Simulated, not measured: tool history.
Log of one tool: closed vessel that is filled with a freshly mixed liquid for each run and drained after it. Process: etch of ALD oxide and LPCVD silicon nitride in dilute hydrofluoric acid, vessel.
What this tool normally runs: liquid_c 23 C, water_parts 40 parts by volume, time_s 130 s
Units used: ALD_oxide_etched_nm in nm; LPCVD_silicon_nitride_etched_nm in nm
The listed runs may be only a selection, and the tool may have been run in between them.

| run | hour | liquid_c | water_parts | time_s | wafers since the last listed run | hours since the thermometer was replaced | hours since the hydrofluoric acid flow meter was replaced | hours since the gauge calibration | read-back film thickness of the ALD oxide reference wafer, read on the same gauge (nm) | read-back film thickness of the LPCVD silicon nitride reference wafer, read on the same gauge (nm) | ALD_oxide_etched_nm | LPCVD_silicon_nitride_etched_nm |
|---|---|---|---|---|---|---|---|---|---|---|---|---|
| 1 | 0 | 23 | 40 | 175 | 0 | 1951.5 | 508.6 | 64.1 | 50.03 | 130.011 | 45.72 | 2.247 |
| 2 | 11.1 | 23 | 40 | 175 | 664 | 1962.6 | 519.7 | 75.2 | 50.01 | 130.019 | 45.82 | 2.238 |
| 3 | 22.6 | 25 | 40 | 85 | 687 | 1974.1 | 531.2 | 86.7 | 50.04 | 130.003 | 24.55 | 1.262 |
| 4 | 39.8 | 23 | 40 | 130 | 1028 | 1991.3 | 548.4 | 103.9 | 49.99 | 129.999 | 34.21 | 1.624 |
| 5 | 53.9 | 23 | 40 | 130 | 843 | 2005.4 | 562.5 | 118 | 50.03 | 130.003 | 34.45 | 1.622 |
| 6 | 71.8 | 23 | 40 | 130 | 1070 | 2023.3 | 580.4 | 135.9 | 49.97 | 130.006 | 34.24 | 1.646 |
| 7 | 88.7 | 23 | 40 | 130 | 1011 | 2040.2 | 597.3 | 152.8 | 49.99 | 129.984 | 34.54 | 1.658 |
| 8 | 97 | 23 | 40 | 130 | 496 | 2048.5 | 605.6 | 161.1 | 50.01 | 129.974 | 34.73 | 1.713 |
| 9 | 109.8 | 23 | 40 | 130 | 765 | 2061.3 | 618.4 | 173.9 | 49.98 | 129.982 | 34.39 | 1.648 |
| 10 | 116.4 | 23 | 40 | 130 | 394 | 2067.9 | 625 | 180.5 | 50.01 | 129.979 | 34.32 | 1.666 |
|  | 123 | thermometer replaced |
|  | 124.6 | gauge calibrated |
| 11 | 163.5 | 23 | 40 | 130 | 2757 | 40.5 | 672.1 | 38.9 | 50 | 129.982 | 33.93 | 1.678 |
| 12 | 180.9 | 23 | 40 | 130 | 1040 | 57.9 | 689.5 | 56.3 | 50.01 | 129.992 | 34.27 | 1.682 |
| 13 | 193.8 | 23 | 30 | 160 | 771 | 70.8 | 702.4 | 69.2 | 49.97 | 129.992 | 57.64 | 2.751 |
| 14 | 205 | 20 | 55 | 55 | 670 | 82 | 713.6 | 80.4 | 49.99 | 130.003 | 9.04 | 0.424 |
| 15 | 214.4 | 23 | 40 | 130 | 562 | 91.4 | 723 | 89.8 | 49.99 | 130.003 | 33.81 | 1.614 |
| 16 | 224.3 | 21.5 | 55 | 90 | 592 | 101.3 | 732.9 | 99.7 | 50.03 | 129.989 | 16.04 | 0.75 |
| 17 | 237.1 | 23 | 40 | 130 | 765 | 114.1 | 745.7 | 112.5 | 49.99 | 130.005 | 34.13 | 1.717 |
| 18 | 252.6 | 23 | 40 | 130 | 927 | 129.6 | 761.2 | 128 | 49.98 | 130.009 | 34.51 | 1.608 |
|  | 254.3 | hydrofluoric acid flow meter replaced |
| 19 | 258.9 | 18 | 60 | 130 | 317 | 135.9 | 4.6 | 134.3 | 50.01 | 129.992 | 18.21 | 0.795 |
| 20 | 272 | 26 | 40 | 160 | 783 | 149 | 17.7 | 147.4 | 50 | 129.985 | 47.87 | 2.438 |
| 21 | 283.4 | 18.5 | 25 | 130 | 681 | 160.4 | 29.1 | 158.8 | 50.01 | 130.019 | 46.21 | 1.898 |
| 22 | 299.7 | 19.5 | 20 | 205 | 975 | 176.7 | 45.4 | 175.1 | 50.03 | 129.978 | 95.32 | 4.036 |
| 23 | 309.2 | 23 | 45 | 130 | 568 | 186.2 | 54.9 | 184.6 | 50 | 129.978 | 29.8 | 1.51 |
|  | 312.1 | gauge calibrated |
| 24 | 318.7 | 23 | 30 | 65 | 568 | 195.7 | 64.4 | 6.6 | 49.99 | 130.018 | 22.87 | 1.106 |
| 25 | 334.5 | 18 | 55 | 65 | 945 | 211.5 | 80.2 | 22.4 | 50.01 | 130.001 | 9.82 | 0.434 |

Forecast each of these 5 alternatives for the next run:
| A | 335.2 | 23 | 40 | 130 | 41 | 212.2 | 80.9 | 23.1 | ? | ? | ? | ? |
| B | 335.2 | 27 | 25 | 130 | 41 | 212.2 | 80.9 | 23.1 | ? | ? | ? | ? |
| C | 335.2 | 27.5 | 50 | 65 | 41 | 212.2 | 80.9 | 23.1 | ? | ? | ? | ? |
| D | 335.2 | 19 | 50 | 130 | 41 | 212.2 | 80.9 | 23.1 | ? | ? | ? | ? |
| E | 335.2 | 23 | 40 | 160 | 41 | 212.2 | 80.9 | 23.1 | ? | ? | ? | ? |

| run | read-back film thickness of the ALD oxide reference wafer, read on the same gauge (nm) | read-back film thickness of the LPCVD silicon nitride reference wafer, read on the same gauge (nm) | ALD_oxide_etched_nm | LPCVD_silicon_nitride_etched_nm |
|---|---|---|---|---|
| A | 49.99 | 129.987 | 33.92 | 1.649 |
| B | 49.99 | 129.987 | 65.41 | 3.407 |
| C | 49.99 | 129.987 | 16.09 | 0.896 |
| D | 49.99 | 129.987 | 22.63 | 1.007 |
| E | 49.99 | 129.987 | 41.75 | 2.029 |
What these runs would have given with no unlogged condition in the tool:
| run | ALD_oxide_etched_nm | LPCVD_silicon_nitride_etched_nm |
|---|---|---|
| A | 33.92 | 1.649 |
| B | 65.41 | 3.407 |
| C | 16.09 | 0.896 |
| D | 22.63 | 1.007 |
| E | 41.75 | 2.029 |
